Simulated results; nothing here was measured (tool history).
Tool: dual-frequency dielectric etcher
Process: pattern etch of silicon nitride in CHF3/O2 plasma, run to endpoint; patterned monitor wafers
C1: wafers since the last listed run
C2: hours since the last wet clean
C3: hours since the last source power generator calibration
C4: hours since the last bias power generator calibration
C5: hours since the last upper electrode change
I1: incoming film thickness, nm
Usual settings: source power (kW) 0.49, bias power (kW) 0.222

Run 1, hour 0: usual settings but bias power (kW) 0.209; C1 0; C2 337.6; C3 1360.5; C4 3580.8; C5 2946.6; I1 96.1. Result: endpoint time (s) 62.6.
At hour 30.8: wet clean of the chamber.
Run 2, hour 31.3: usual settings but bias power (kW) 0.209; C1 123; C2 0.5; C3 1391.8; C4 3612.1; C5 2977.9; I1 97.9. Result: endpoint time (s) 66.2.
Run 3, hour 219.9: usual settings but bias power (kW) 0.209; C1 3184; C2 189.1; C3 1580.4; C4 3800.7; C5 3166.5; I1 97.3. Result: endpoint time (s) 64.6.
Run 4, hour 280: usual settings; C1 1014; C2 249.2; C3 1640.5; C4 3860.8; C5 3226.6; I1 98.1. Result: endpoint time (s) 62.7.
Run 5, hour 343.2: usual settings; C1 1067; C2 312.4; C3 1703.7; C4 3924; C5 3289.8; I1 96.9. Result: endpoint time (s) 61.6.
At hour 383.8: wet clean of the chamber.
Run 6, hour 384.3: usual settings; C1 288; C2 0.5; C3 1744.8; C4 3965.1; C5 3330.9; I1 99.4. Result: endpoint time (s) 65.7.
Run 7, hour 430.4: usual settings but bias power (kW) 0.204; C1 778; C2 46.6; C3 1790.9; C4 4011.2; C5 3377; I1 97.6. Result: endpoint time (s) 66.7.
Run 8, hour 481.2: usual settings but bias power (kW) 0.204; C1 857; C2 97.4; C3 1841.7; C4 4062; C5 3427.8; I1 96.9. Result: endpoint time (s) 65.7.
Run 9, hour 520.9: usual settings but bias power (kW) 0.204; C1 670; C2 137.1; C3 1881.4; C4 4101.7; C5 3467.5; I1 98.1. Result: endpoint time (s) 65.8.
Run 10, hour 563.7: usual settings; C1 722; C2 179.9; C3 1924.2; C4 4144.5; C5 3510.3; I1 97.5. Result: endpoint time (s) 63.2.
Run 11, hour 668.5: usual settings; C1 1769; C2 284.7; C3 2029; C4 4249.3; C5 3615.1; I1 97.7. Result: endpoint time (s) 62.
Run 12, hour 714.7: usual settings; C1 780; C2 330.9; C3 2075.2; C4 4295.5; C5 3661.3; I1 97.5. Result: endpoint time (s) 62.
Run 13, hour 742.2: usual settings; C1 464; C2 358.4; C3 2102.7; C4 4323; C5 3688.8; I1 96.9. Result: endpoint time (s) 61.1.
At hour 822.6: wet clean of the chamber.
Run 14, hour 823.1: usual settings; C1 960; C2 0.5; C3 2183.6; C4 4403.9; C5 3769.7; I1 97.2. Result: endpoint time (s) 63.2.
Run 15, hour 842.6: usual settings; C1 329; C2 20; C3 2203.1; C4 4423.4; C5 3789.2; I1 97.6. Result: endpoint time (s) 63.4.
Run 16, hour 888.5: usual settings but source power (kW) 0.45, bias power (kW) 0.252; C1 774; C2 65.9; C3 2249; C4 4469.3; C5 3835.1; I1 98.6. Result: endpoint time (s) 62.3.
Run 17, hour 925.3: usual settings but source power (kW) 0.4, bias power (kW) 0.238; C1 621; C2 102.7; C3 2285.8; C4 4506.1; C5 3871.9; I1 98.3. Result: endpoint time (s) 65.8.
Run 18, hour 976: usual settings; C1 856; C2 153.4; C3 2336.5; C4 4556.8; C5 3922.6; I1 98.5. Result: endpoint time (s) 62.7.
Run 19, hour 1005.5: usual settings but source power (kW) 0.58, bias power (kW) 0.201; C1 498; C2 182.9; C3 2366; C4 4586.3; C5 3952.1; I1 97.5. Result: endpoint time (s) 61.7.
At hour 1050.6: upper electrode replaced.
Run 20, hour 1051.1: usual settings but source power (kW) 0.59, bias power (kW) 0.274; C1 364; C2 228.5; C3 2411.6; C4 4631.9; C5 0.5; I1 97. Result: endpoint time (s) 53.3.
At hour 1098: source power generator calibrated.
Run 21, hour 1110.2: usual settings but source power (kW) 0.41, bias power (kW) 0.274; C1 930; C2 287.6; C3 12.2; C4 4691; C5 59.6; I1 96.7. Result: endpoint time (s) 59.1.
Run 22, hour 1137.2: usual settings but bias power (kW) 0.209; C1 455; C2 314.6; C3 39.2; C4 4718; C5 86.6; I1 97.8. Result: endpoint time (s) 63.
Run 23, hour 1185.6: usual settings but source power (kW) 0.56, bias power (kW) 0.264; C1 817; C2 363; C3 87.6; C4 4766.4; C5 135; I1 96.9. Result: endpoint time (s) 54.5.
Run 24, hour 1218.8: usual settings but source power (kW) 0.46, bias power (kW) 0.172; C1 560; C2 396.2; C3 120.8; C4 4799.6; C5 168.2; I1 96.5. Result: endpoint time (s) 67.2.
At hour 1255.4: wet clean of the chamber.
Run 25, hour 1270.4: usual settings but source power (kW) 0.46, bias power (kW) 0.257; C1 466; C2 15; C3 172.4; C4 4851.2; C5 219.8; I1 97.1. Result: endpoint time (s) 62.3.
At hour 1325.9: bias power generator calibrated.
Run 26, hour 1336.7: usual settings but source power (kW) 0.57, bias power (kW) 0.205; C1 1051; C2 81.3; C3 238.7; C4 10.8; C5 286.1; I1 98.2. Result: endpoint time (s) 62.9.
Run 27, hour 1388.8: usual settings but source power (kW) 0.57, bias power (kW) 0.253; C1 879; C2 133.4; C3 290.8; C4 62.9; C5 338.2; I1 96.9. Result: endpoint time (s) 57.2.
Run 28, hour 1455.7: usual settings but source power (kW) 0.55, bias power (kW) 0.207; C1 1129; C2 200.3; C3 357.7; C4 129.8; C5 405.1; I1 97. Result: endpoint time (s) 62.
Run 29, hour 1511.8: usual settings but source power (kW) 0.4, bias power (kW) 0.238; C1 947; C2 256.4; C3 413.8; C4 185.9; C5 461.2; I1 98.2. Result: endpoint time (s) 65.6.
Run 30, hour 1571.9: usual settings; C1 1014; C2 316.5; C3 473.9; C4 246; C5 521.3; I1 97.4. Result: endpoint time (s) 61.7.
Run 31, hour 1620.8: usual settings but bias power (kW) 0.277; C1 825; C2 365.4; C3 522.8; C4 294.9; C5 570.2; I1 97.9. Result: endpoint time (s) 56.7.
At hour 1651.6: wet clean of the chamber.
Run 32, hour 1677.1: usual settings but source power (kW) 0.43, bias power (kW) 0.192; C1 545; C2 25.5; C3 579.1; C4 351.2; C5 626.5; I1 97.7. Result: endpoint time (s) 70.2.
Run 33, hour 1717: usual settings but source power (kW) 0.57, bias power (kW) 0.258; C1 673; C2 65.4; C3 619; C4 391.1; C5 666.4; I1 97.4. Result: endpoint time (s) 56.9.

How the hidden state differs across the entries between the runs, from the last listed run before each to the first after it:
Between runs 1 and 2: wet clean of the chamber (hour 30.8)
  etch rate over this chamber's usual, %: 3.79 -> -0.0861
  measured less the result without the state, endpoint time (s): -2.3 -> +0.1
Between runs 5 and 6: wet clean of the chamber (hour 383.8)
  etch rate over this chamber's usual, %: 4.13 -> -0.00542
  measured less the result without the state, endpoint time (s): -2.5 -> +0
Between runs 13 and 14: wet clean of the chamber (hour 822.6)
  etch rate over this chamber's usual, %: 4.83 -> 1.11
  measured less the result without the state, endpoint time (s): -2.9 -> -0.7
Between runs 19 and 20: upper electrode replaced (hour 1050.6)
  etch rate over this chamber's usual, %: 3.57 -> 4.19
  measured less the result without the state, endpoint time (s): -2.2 -> -2.3
Between runs 20 and 21: source power generator calibrated (hour 1098)
  etch rate over this chamber's usual, %: 4.19 -> 4.99
  measured less the result without the state, endpoint time (s): -2.3 -> -3
Between runs 24 and 25: wet clean of the chamber (hour 1255.4)
  etch rate over this chamber's usual, %: 6.45 -> -0.396
  measured less the result without the state, endpoint time (s): -4.3 -> +0.3
Between runs 25 and 26: bias power generator calibrated (hour 1325.9)
  etch rate over this chamber's usual, %: -0.396 -> 0.499
  measured less the result without the state, endpoint time (s): +0.3 -> -0.3
Between runs 31 and 32: wet clean of the chamber (hour 1651.6)
  etch rate over this chamber's usual, %: 4.34 -> 0.73
  measured less the result without the state, endpoint time (s): -2.4 -> -0.5
